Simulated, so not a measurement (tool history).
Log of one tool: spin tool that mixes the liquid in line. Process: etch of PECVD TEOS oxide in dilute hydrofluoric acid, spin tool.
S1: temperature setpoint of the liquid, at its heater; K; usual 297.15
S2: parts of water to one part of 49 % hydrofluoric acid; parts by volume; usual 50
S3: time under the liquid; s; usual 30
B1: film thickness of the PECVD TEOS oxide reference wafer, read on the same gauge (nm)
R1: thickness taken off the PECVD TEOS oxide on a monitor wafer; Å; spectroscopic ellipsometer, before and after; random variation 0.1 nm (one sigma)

{"run": 1, "hour": 0.0, "S1": 299.15, "S2": 50, "S3": 30, "B1": 149.99, "R1": 193.7}
{"run": 2, "hour": 57.8, "S1": 297.15, "S2": 50, "S3": 30, "B1": 149.97, "R1": 179.2}
{"run": 3, "hour": 113.4, "S1": 297.15, "S2": 50, "S3": 30, "B1": 149.99, "R1": 177.8}
{"run": 4, "hour": 167.8, "S1": 297.15, "S2": 50, "S3": 30, "B1": 150, "R1": 177.4}
{"run": 5, "hour": 212.6, "S1": 297.15, "S2": 50, "S3": 30, "B1": 149.99, "R1": 177.9}
{"run": 6, "hour": 270.3, "S1": 297.15, "S2": 50, "S3": 30, "B1": 150.01, "R1": 178.1}
{"run": 7, "hour": 319.7, "S1": 297.15, "S2": 50, "S3": 30, "B1": 150.01, "R1": 175.9}
{"run": 8, "hour": 357.8, "S1": 297.15, "S2": 40, "S3": 15, "B1": 150.02, "R1": 111.6}
{"run": 9, "hour": 410.3, "S1": 297.15, "S2": 50, "S3": 45, "B1": 149.98, "R1": 265.8}
{"run": 10, "hour": 481.8, "S1": 297.15, "S2": 50, "S3": 45, "B1": 150.03, "R1": 263.8}
{"run": 11, "hour": 521.9, "S1": 297.15, "S2": 50, "S3": 45, "B1": 149.96, "R1": 263.3}
{"run": 12, "hour": 570.4, "S1": 297.15, "S2": 50, "S3": 30, "B1": 149.96, "R1": 175}
{"run": 13, "hour": 658.3, "S1": 297.15, "S2": 50, "S3": 30, "B1": 150.01, "R1": 174.4}
{"run": 14, "hour": 711.5, "S1": 297.15, "S2": 40, "S3": 30, "B1": 150.01, "R1": 219.7}
{"hour": 781.9, "done": "thermometer replaced"}
{"run": 15, "hour": 804.0, "S1": 297.15, "S2": 50, "S3": 30, "B1": 150.01, "R1": 170.9}
{"run": 16, "hour": 860.3, "S1": 293.15, "S2": 40, "S3": 30, "B1": 150.02, "R1": 183.9}
{"hour": 893.7, "done": "hydrofluoric acid flow meter replaced"}
{"run": 17, "hour": 957.7, "S1": 301.15, "S2": 50, "S3": 40, "B1": 150.01, "R1": 284.1}
{"run": 18, "hour": 1123.4, "S1": 295.15, "S2": 50, "S3": 40, "B1": 150.03, "R1": 222.6}
{"run": 19, "hour": 1372.8, "S1": 294.65, "S2": 70, "S3": 40, "B1": 149.96, "R1": 149.5}
{"run": 20, "hour": 1443.0, "S1": 300.15, "S2": 60, "S3": 45, "B1": 149.97, "R1": 246.9}
{"run": 21, "hour": 1522.1, "S1": 294.65, "S2": 35, "S3": 30, "B1": 150.01, "R1": 233.9}
{"run": 22, "hour": 1571.0, "S1": 297.15, "S2": 50, "S3": 30, "B1": 150.04, "R1": 175.7}
{"run": 23, "hour": 1623.9, "S1": 300.15, "S2": 55, "S3": 15, "B1": 150, "R1": 90}
{"run": 24, "hour": 1678.0, "S1": 299.65, "S2": 50, "S3": 30, "B1": 150.03, "R1": 193.7}
{"run": 25, "hour": 1762.5, "S1": 300.15, "S2": 40, "S3": 40, "B1": 150.01, "R1": 335.4}
{"run": 26, "hour": 1864.8, "S1": 292.65, "S2": 30, "S3": 15, "B1": 150.02, "R1": 124.8}
{"run": 27, "hour": 1964.2, "S1": 297.15, "S2": 50, "S3": 30, "B1": 150.01, "R1": 174.9}
{"hour": 1973.5, "done": "gauge calibrated"}
{"run": 28, "hour": 2069.7, "S1": 293.65, "S2": 35, "S3": 30, "B1": 150.07, "R1": 219}
{"run": 29, "hour": 2113.0, "S1": 297.15, "S2": 30, "S3": 30, "B1": 150, "R1": 297.2}
{"run": 30, "hour": 2159.6, "S1": 294.15, "S2": 25, "S3": 15, "B1": 150.02, "R1": 158.1}
{"run": 31, "hour": 2230.0, "S1": 292.65, "S2": 50, "S3": 30, "B1": 150.01, "R1": 141.7}
{"run": 32, "hour": 2318.8, "S1": 297.15, "S2": 50, "S3": 45, "B1": 150.02, "R1": 257.5}
{"hour": 2349.3, "done": "hydrofluoric acid flow meter replaced"}
{"run": 33, "hour": 2629.4, "S1": 297.15, "S2": 50, "S3": 15, "B1": 149.99, "R1": 90}
{"hour": 2632.9, "done": "thermometer replaced"}
{"run": 34, "hour": 2753.2, "S1": 297.15, "S2": 65, "S3": 20, "B1": 150.07, "R1": 90.6}

3 ways to go on from here, each from the tool as it stands after run 34. What would each give?
{"run": "A", "hour": 2753.6, "S1": 300.15, "S2": 50, "S3": 30, "B1": "?", "R1": "?"}
{"run": "B", "hour": 2753.6, "S1": 298.65, "S2": 50, "S3": 20, "B1": "?", "R1": "?"}
{"run": "C", "hour": 2753.6, "S1": 295.15, "S2": 25, "S3": 20, "B1": "?", "R1": "?"}

run=A B1=150.03 R1=202.2
run=B B1=150.03 R1=126.9
run=C B1=150.03 R1=226.9
Without the tool's hidden state the same runs would have given:
run=A R1=207.2
run=B R1=130
run=C R1=232.4

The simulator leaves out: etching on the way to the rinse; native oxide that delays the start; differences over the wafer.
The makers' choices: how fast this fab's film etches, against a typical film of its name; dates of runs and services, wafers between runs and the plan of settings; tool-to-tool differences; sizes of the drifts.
